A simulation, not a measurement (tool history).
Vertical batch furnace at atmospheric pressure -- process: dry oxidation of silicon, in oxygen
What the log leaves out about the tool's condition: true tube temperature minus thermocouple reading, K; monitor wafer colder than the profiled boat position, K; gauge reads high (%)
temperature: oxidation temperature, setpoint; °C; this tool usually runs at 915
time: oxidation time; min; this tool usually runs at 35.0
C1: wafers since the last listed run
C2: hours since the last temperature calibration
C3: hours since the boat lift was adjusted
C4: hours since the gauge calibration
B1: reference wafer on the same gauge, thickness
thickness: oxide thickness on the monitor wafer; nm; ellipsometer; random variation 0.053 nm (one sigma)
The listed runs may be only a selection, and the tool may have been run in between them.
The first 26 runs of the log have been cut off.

Run 27, hour 1286.1: usual settings but temperature 934 °C, time 30.5 min; C1 934; C2 506.2; C3 177.8; C4 114.0; B1 12.99. Result: thickness 16.64 nm.
Run 28, hour 1340.2: usual settings but temperature 923 °C, time 23.5 min; C1 1306; C2 560.3; C3 231.9; C4 168.1; B1 13.00. Result: thickness 12.53 nm.
Run 29, hour 1384.0: usual settings; C1 1057; C2 604.1; C3 275.7; C4 211.9; B1 13.01. Result: thickness 15.09 nm.
Run 30, hour 1425.3: usual settings but time 40.0 min; C1 997; C2 645.4; C3 317.0; C4 253.2; B1 13.00. Result: thickness 16.54 nm.
Run 31, hour 1478.2: usual settings but time 51.5 min; C1 1277; C2 698.3; C3 369.9; C4 306.1; B1 13.00. Result: thickness 19.59 nm.
Run 32, hour 1534.0: usual settings; C1 1347; C2 754.1; C3 425.7; C4 361.9; B1 13.00. Result: thickness 15.16 nm.
Run 33, hour 1568.1: usual settings but temperature 899 °C; C1 823; C2 788.2; C3 459.8; C4 396.0; B1 13.00. Result: thickness 12.83 nm.
Run 34, hour 1611.8: usual settings but temperature 907 °C, time 28.5 min; C1 1055; C2 831.9; C3 503.5; C4 439.7; B1 13.00. Result: thickness 12.12 nm.
Run 35, hour 1651.8: usual settings but time 52.5 min; C1 966; C2 871.9; C3 543.5; C4 479.7; B1 13.00. Result: thickness 19.93 nm.

Forecast each of these 3 alternatives for the next run:
Run A, hour 1655.5: usual settings; C1 89; C2 875.6; C3 547.2; C4 483.4; B1 ?. Result: thickness ?.
Run B, hour 1655.5: usual settings but temperature 900 °C, time 45.0 min; C1 89; C2 875.6; C3 547.2; C4 483.4; B1 ?. Result: thickness ?.
Run C, hour 1655.5: usual settings but temperature 923 °C, time 19.5 min; C1 89; C2 875.6; C3 547.2; C4 483.4; B1 ?. Result: thickness ?.

run     B1  thickness
  A  13.00      15.13
  B  13.00      15.35
  C  13.00      10.99
Without the tool's unlogged condition, the same runs would have read:
run  thickness
  A      15.18
  B      15.40
  C      11.03
